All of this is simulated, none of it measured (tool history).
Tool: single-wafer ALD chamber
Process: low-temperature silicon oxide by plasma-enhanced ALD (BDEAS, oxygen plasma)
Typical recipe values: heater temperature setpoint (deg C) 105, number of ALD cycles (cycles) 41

| run | day | heater temperature setpoint (deg C) | number of ALD cycles (cycles) | read-back reference wafer on the same gauge, thickness_nm | mean film thickness on the monitor wafer (nm) |
|---|---|---|---|---|---|
| 1 | 0 | 105 | 41 | 5.823 | 5.28 |
| 2 | 2.404 | 105 | 41 | 5.829 | 5.312 |
| 3 | 4.321 | 110 | 36 | 5.83 | 4.635 |
| 4 | 5.983 | 110 | 36 | 5.823 | 4.62 |
| 5 | 8.279 | 105 | 41 | 5.835 | 5.342 |
| 6 | 9.808 | 105 | 41 | 5.832 | 5.31 |
| 7 | 11.05 | 105 | 41 | 5.83 | 5.316 |
| 8 | 13.125 | 105 | 41 | 5.83 | 5.331 |
| 9 | 15.996 | 105 | 43 | 5.827 | 5.612 |
| 10 | 18.025 | 105 | 43 | 5.835 | 5.54 |
| 11 | 19.05 | 105 | 39 | 5.823 | 5.066 |
| 12 | 21.429 | 105 | 39 | 5.836 | 5.06 |
| 13 | 24.054 | 105 | 34 | 5.84 | 4.412 |
|  | 24.833 | gauge calibrated |
| 14 | 30.867 | 90 | 41 | 5.83 | 5.642 |
|  | 32.162 | thermocouple changed; heater temperature recalibrated |
| 15 | 33.775 | 94 | 33 | 5.828 | 4.44 |
| 16 | 35.454 | 116 | 33 | 5.832 | 4.171 |
| 17 | 37.688 | 105 | 41 | 5.832 | 5.307 |
| 18 | 38.925 | 105 | 41 | 5.836 | 5.332 |
| 19 | 41.279 | 97 | 41 | 5.822 | 5.482 |
| 20 | 44.362 | 99 | 45 | 5.834 | 5.964 |
| 21 | 46.721 | 117 | 36 | 5.835 | 4.546 |
| 22 | 48.55 | 97 | 41 | 5.831 | 5.484 |
| 23 | 50.392 | 105 | 41 | 5.825 | 5.348 |
| 24 | 52.175 | 113 | 36 | 5.821 | 4.579 |
| 25 | 54.608 | 99 | 36 | 5.826 | 4.736 |

What if the next run were any one of these 5? Each begins from the tool's condition after run 25:
| A | 54.629 | 93 | 41 | ? | ? |
| B | 54.629 | 94 | 45 | ? | ? |
| C | 54.629 | 94 | 48 | ? | ? |
| D | 54.629 | 96 | 43 | ? | ? |
| E | 54.629 | 114 | 43 | ? | ? |

| run | read-back reference wafer on the same gauge, thickness_nm | mean film thickness on the monitor wafer (nm) |
|---|---|---|
| A | 5.828 | 5.553 |
| B | 5.828 | 6.07 |
| C | 5.828 | 6.475 |
| D | 5.828 | 5.754 |
| E | 5.828 | 5.491 |
Had the tool no hidden state, the same runs would have come out as:
| run | mean film thickness on the monitor wafer (nm) |
|---|---|
| A | 5.553 |
| B | 6.07 |
| C | 6.475 |
| D | 5.754 |
| E | 5.491 |
